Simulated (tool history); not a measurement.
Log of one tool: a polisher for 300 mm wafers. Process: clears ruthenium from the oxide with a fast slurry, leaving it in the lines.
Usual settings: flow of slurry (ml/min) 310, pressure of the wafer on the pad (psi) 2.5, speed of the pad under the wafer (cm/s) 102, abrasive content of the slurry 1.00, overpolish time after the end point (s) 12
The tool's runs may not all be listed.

run,hour,flow of slurry (ml/min),pressure of the wafer on the pad (psi),speed of the pad under the wafer (cm/s),abrasive content of the slurry,overpolish time after the end point (s),"incoming thickness of the incoming film, nm",time until the end point was called (s),dishing of a wide line in a test structure (angstrom)
1,0.0,310,2.5,102,1.00,12,161.6,46.3,341
2,7.5,310,2.5,102,1.00,12,162.7,46.7,333
3,22.7,310,2.5,102,1.00,12,159.5,45.6,349
4,28.9,310,2.5,102,1.00,12,162.1,46.6,337
5,41.4,310,2.5,102,1.00,12,161.8,46.8,350
6,51.9,310,2.5,102,1.00,12,158.3,46.0,341
7,69.0,310,2.5,102,1.00,12,159.9,46.1,345
8,82.2,310,2.5,102,1.00,12,163.1,47.1,343
9,90.0,310,2.5,102,1.00,12,158.3,46.8,338
# hour 98.7: slurry nozzle cleaned
10,101.1,310,2.5,102,1.00,12,158.9,47.0,337
11,111.1,310,2.5,102,1.00,12,160.6,46.8,333
# hour 118.1: worn pad replaced by a new one
12,123.1,310,2.5,102,1.00,12,160.2,47.1,326
13,135.5,310,2.5,102,1.00,12,157.1,46.1,327
14,158.9,310,3.4,102,1.00,10,157.3,37.1,347
15,173.1,240,1.9,128,1.00,14,158.9,49.8,364
16,186.2,235,2.5,84,0.80,18,160.0,77.1,318
17,198.0,310,2.5,102,1.00,12,157.2,47.4,326
18,206.1,215,2.5,102,1.00,12,158.8,50.4,307
19,214.0,260,2.5,102,1.00,12,159.6,50.0,318
# hour 225.6: slurry blender recalibrated
20,226.1,405,2.5,102,1.00,5,160.1,43.6,166
21,239.1,310,2.5,102,1.00,9,160.4,43.7,277
# hour 246.9: worn pad replaced by a new one
22,250.9,310,2.5,102,1.00,12,161.5,45.4,350
23,267.1,310,2.5,102,1.00,12,160.9,44.8,359
# hour 275.7: head pressure recalibrated
24,281.7,240,2.5,112,0.75,19,157.8,53.7,443
25,288.3,310,3.3,102,1.00,12,162.4,35.0,447
26,299.7,310,2.5,102,1.00,12,161.1,43.7,361
27,306.5,310,2.5,116,0.75,12,162.4,53.7,301
28,355.4,310,2.5,102,1.00,12,159.3,43.9,355

What the log doesn't show, run by run:
removal rate lost through wear of the pad, %: 0 in every run
slurry flow missing at the pad, %: 0 in every run
deviation of the head's pressure from its setpoint, %: 0 in every run
H1: abrasive missing from the slurry, %
run,H1
1,5.11
2,5.28
3,5.65
4,5.81
5,6.14
6,6.43
7,6.93
8,7.33
9,7.58
10,7.94
11,8.28
12,8.7
13,9.15
14,10
15,10.6
16,11.2
17,11.7
18,12
19,12.4
20,0.111
21,0.12
22,0.145
23,0.202
24,0.278
25,0.319
26,0.402
27,0.458
28,1
